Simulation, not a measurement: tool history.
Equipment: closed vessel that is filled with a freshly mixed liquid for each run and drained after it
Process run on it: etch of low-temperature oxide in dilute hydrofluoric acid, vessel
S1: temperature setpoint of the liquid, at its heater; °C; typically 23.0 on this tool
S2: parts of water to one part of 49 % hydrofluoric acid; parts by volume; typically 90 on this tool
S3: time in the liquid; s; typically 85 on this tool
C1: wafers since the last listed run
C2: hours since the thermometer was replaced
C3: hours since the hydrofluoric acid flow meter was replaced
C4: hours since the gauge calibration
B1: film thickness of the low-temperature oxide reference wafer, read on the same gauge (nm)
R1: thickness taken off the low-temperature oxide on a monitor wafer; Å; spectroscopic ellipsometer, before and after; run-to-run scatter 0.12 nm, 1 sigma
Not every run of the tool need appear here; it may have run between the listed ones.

run 1 hour=0.0 | S1=23.0 S2=90 S3=85 | C1=0 C2=397.8 C3=529.8 C4=216.1 | B1=50.00 | R1=214.1
run 2 hour=37.7 | S1=23.0 S2=90 S3=85 | C1=3223 C2=435.5 C3=567.5 C4=253.8 | B1=49.99 | R1=214.8
run 3 hour=97.1 | S1=23.0 S2=90 S3=85 | C1=5079 C2=494.9 C3=626.9 C4=313.2 | B1=50.00 | R1=214.2
run 4 hour=159.0 | S1=23.0 S2=90 S3=85 | C1=5293 C2=556.8 C3=688.8 C4=375.1 | B1=50.01 | R1=216.5
run 5 hour=197.8 | S1=23.0 S2=90 S3=85 | C1=3318 C2=595.6 C3=727.6 C4=413.9 | B1=49.99 | R1=214.8
run 6 hour=264.9 | S1=21.0 S2=90 S3=85 | C1=5738 C2=662.7 C3=794.7 C4=481.0 | B1=49.99 | R1=196.9
run 7 hour=321.2 | S1=21.0 S2=90 S3=85 | C1=4814 C2=719.0 C3=851.0 C4=537.3 | B1=50.00 | R1=198.5
-- hour=357.3 thermometer replaced
run 8 hour=358.1 | S1=23.0 S2=105 S3=85 | C1=3070 C2=0.8 C3=887.9 C4=574.2 | B1=50.01 | R1=183.1
run 9 hour=424.6 | S1=23.0 S2=105 S3=85 | C1=5686 C2=67.3 C3=954.4 C4=640.7 | B1=50.00 | R1=179.0
run 10 hour=563.6 | S1=23.0 S2=90 S3=85 | C1=11886 C2=206.3 C3=1093.4 C4=779.7 | B1=50.01 | R1=214.8
run 11 hour=625.7 | S1=23.0 S2=90 S3=85 | C1=5310 C2=268.4 C3=1155.5 C4=841.8 | B1=50.01 | R1=216.9
run 12 hour=730.1 | S1=23.0 S2=90 S3=85 | C1=8927 C2=372.8 C3=1259.9 C4=946.2 | B1=50.00 | R1=214.5
run 13 hour=797.3 | S1=23.0 S2=90 S3=115 | C1=5746 C2=440.0 C3=1327.1 C4=1013.4 | B1=50.01 | R1=291.8
run 14 hour=840.5 | S1=23.0 S2=65 S3=50 | C1=3694 C2=483.2 C3=1370.3 C4=1056.6 | B1=50.01 | R1=180.8
run 15 hour=869.3 | S1=18.5 S2=115 S3=55 | C1=2462 C2=512.0 C3=1399.1 C4=1085.4 | B1=50.00 | R1=87.5
-- hour=991.9 thermometer replaced
-- hour=1014.6 gauge calibrated
run 16 hour=1032.2 | S1=19.0 S2=90 S3=85 | C1=13845 C2=40.3 C3=1562.0 C4=17.6 | B1=50.00 | R1=181.7
run 17 hour=1075.2 | S1=23.0 S2=90 S3=60 | C1=3677 C2=83.3 C3=1605.0 C4=60.6 | B1=50.01 | R1=152.7
run 18 hour=1111.6 | S1=23.0 S2=90 S3=85 | C1=3112 C2=119.7 C3=1641.4 C4=97.0 | B1=50.00 | R1=214.3
-- hour=1116.2 hydrofluoric acid flow meter replaced
run 19 hour=1146.4 | S1=19.0 S2=135 S3=70 | C1=2890 C2=154.5 C3=30.2 C4=131.8 | B1=50.01 | R1=94.9
run 20 hour=1210.3 | S1=26.5 S2=65 S3=40 | C1=5464 C2=218.4 C3=94.1 C4=195.7 | B1=50.00 | R1=166.5
run 21 hour=1275.5 | S1=24.5 S2=90 S3=85 | C1=5575 C2=283.6 C3=159.3 C4=260.9 | B1=49.99 | R1=226.7
run 22 hour=1309.4 | S1=23.0 S2=90 S3=85 | C1=2899 C2=317.5 C3=193.2 C4=294.8 | B1=49.99 | R1=214.4
run 23 hour=1363.2 | S1=23.0 S2=90 S3=85 | C1=4600 C2=371.3 C3=247.0 C4=348.6 | B1=49.99 | R1=214.0
run 24 hour=1409.9 | S1=26.0 S2=135 S3=55 | C1=3993 C2=418.0 C3=293.7 C4=395.3 | B1=49.99 | R1=97.4
run 25 hour=1436.5 | S1=23.0 S2=90 S3=70 | C1=2274 C2=444.6 C3=320.3 C4=421.9 | B1=50.01 | R1=175.6
run 26 hour=1485.9 | S1=23.0 S2=55 S3=65 | C1=4224 C2=494.0 C3=369.7 C4=471.3 | B1=49.99 | R1=277.8

Predict each of these 5 candidate next runs independently; none follows another, all start after run 26:
run A hour=1486.6 | S1=25.5 S2=90 S3=85 | C1=59 C2=494.7 C3=370.4 C4=472.0 | B1=? | R1=?
run B hour=1486.6 | S1=23.0 S2=90 S3=65 | C1=59 C2=494.7 C3=370.4 C4=472.0 | B1=? | R1=?
run C hour=1486.6 | S1=26.0 S2=60 S3=85 | C1=59 C2=494.7 C3=370.4 C4=472.0 | B1=? | R1=?
run D hour=1486.6 | S1=28.0 S2=130 S3=115 | C1=59 C2=494.7 C3=370.4 C4=472.0 | B1=? | R1=?
run E hour=1486.6 | S1=26.0 S2=50 S3=50 | C1=59 C2=494.7 C3=370.4 C4=472.0 | B1=? | R1=?

run=A B1=50.01 R1=238.5
run=B B1=50.01 R1=165.1
run=C B1=50.01 R1=379.8
run=D B1=50.01 R1=233.5
run=E B1=50.01 R1=271.8
With the hidden condition removed and each run's random variation left untouched, the same runs would have given:
run=A R1=238.5
run=B R1=165.1
run=C R1=379.8
run=D R1=233.5
run=E R1=271.8
